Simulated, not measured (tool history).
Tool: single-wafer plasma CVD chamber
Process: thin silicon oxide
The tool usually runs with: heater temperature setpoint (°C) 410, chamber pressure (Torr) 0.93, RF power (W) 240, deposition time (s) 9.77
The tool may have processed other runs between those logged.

| run | hour | heater temperature setpoint (°C) | chamber pressure (Torr) | RF power (W) | deposition time (s) | wafers since the last listed run | hours since the last thermocouple change | hours since the last RF generator calibration | hours since the last manometer calibration | hours since the showerhead was replaced | hours since the gauge calibration | read-back reference wafer on the same gauge, thickness_nm | mean film thickness on the monitor wafer (angstrom) |
|---|---|---|---|---|---|---|---|---|---|---|---|---|---|
| 1 | 0 | 410 | 1.09 | 240 | 10.93 | 0 | 1908.6 | 1154.6 | 407.4 | 7672 | 1439.7 | 14.989 | 208.71 |
| 2 | 62.5 | 410 | 0.93 | 240 | 9.77 | 1902 | 1971.1 | 1217.1 | 469.9 | 7734.5 | 1502.2 | 15.001 | 163.18 |
| 3 | 97.7 | 410 | 0.93 | 240 | 9.77 | 1071 | 2006.3 | 1252.3 | 505.1 | 7769.7 | 1537.4 | 15.007 | 162.12 |
|  | 143.4 | gauge calibrated |
| 4 | 166 | 410 | 0.93 | 240 | 9.77 | 2079 | 2074.6 | 1320.6 | 573.4 | 7838 | 22.6 | 14.99 | 161.52 |
| 5 | 200.9 | 410 | 0.93 | 240 | 9.77 | 1062 | 2109.5 | 1355.5 | 608.3 | 7872.9 | 57.5 | 15.015 | 162.01 |
| 6 | 244.8 | 410 | 0.93 | 240 | 9.77 | 1336 | 2153.4 | 1399.4 | 652.2 | 7916.8 | 101.4 | 14.998 | 161.02 |
| 7 | 275.6 | 410 | 0.93 | 225 | 9.77 | 937 | 2184.2 | 1430.2 | 683 | 7947.6 | 132.2 | 14.999 | 156.35 |
|  | 343.6 | showerhead replaced |
| 8 | 346 | 410 | 0.93 | 225 | 9.77 | 1899 | 2254.6 | 1500.6 | 753.4 | 2.4 | 202.6 | 14.991 | 155.9 |
| 9 | 392.6 | 410 | 0.93 | 225 | 9.77 | 1418 | 2301.2 | 1547.2 | 800 | 49 | 249.2 | 14.986 | 156.61 |
| 10 | 439.5 | 404 | 0.93 | 265 | 11.1 | 1427 | 2348.1 | 1594.1 | 846.9 | 95.9 | 296.1 | 14.998 | 192.18 |
| 11 | 482 | 410 | 0.93 | 240 | 9.77 | 1293 | 2390.6 | 1636.6 | 889.4 | 138.4 | 338.6 | 15.001 | 160.18 |
|  | 498.6 | RF generator calibrated |
| 12 | 509.4 | 410 | 0.93 | 240 | 9.77 | 590 | 2418 | 10.8 | 916.8 | 165.8 | 366 | 14.998 | 165.4 |
| 13 | 548 | 421 | 0.699 | 275 | 11.33 | 1175 | 2456.6 | 49.4 | 955.4 | 204.4 | 404.6 | 15 | 146.05 |
| 14 | 608.8 | 424 | 0.93 | 240 | 8.43 | 1851 | 2517.4 | 110.2 | 1016.2 | 265.2 | 465.4 | 15.004 | 140.5 |
|  | 640.2 | capacitance manometer re-zeroed and calibrated |
| 15 | 648.8 | 410 | 1.037 | 265 | 8.54 | 974 | 2557.4 | 150.2 | 8.6 | 305.2 | 505.4 | 15.002 | 168.76 |
| 16 | 694.2 | 410 | 0.93 | 240 | 8.99 | 1382 | 2602.8 | 195.6 | 54 | 350.6 | 550.8 | 15.003 | 153.84 |

Run 17, settings as shown, results not yet in. Your forecast:
|  | 768.8 | thermocouple changed; heater temperature recalibrated |
| 17 | 769.3 | 404 | 0.99 | 225 | 8.13 | 2042 | 0.5 | 270.7 | 129.1 | 425.7 | 625.9 | ? | ? |

read-back reference wafer on the same gauge, thickness_nm: 15.001
mean film thickness on the monitor wafer (angstrom): 141.87
Take away the tool's hidden state, keep the run-to-run variation as it was, and the same run would have given mean film thickness on the monitor wafer (angstrom) 144.91.
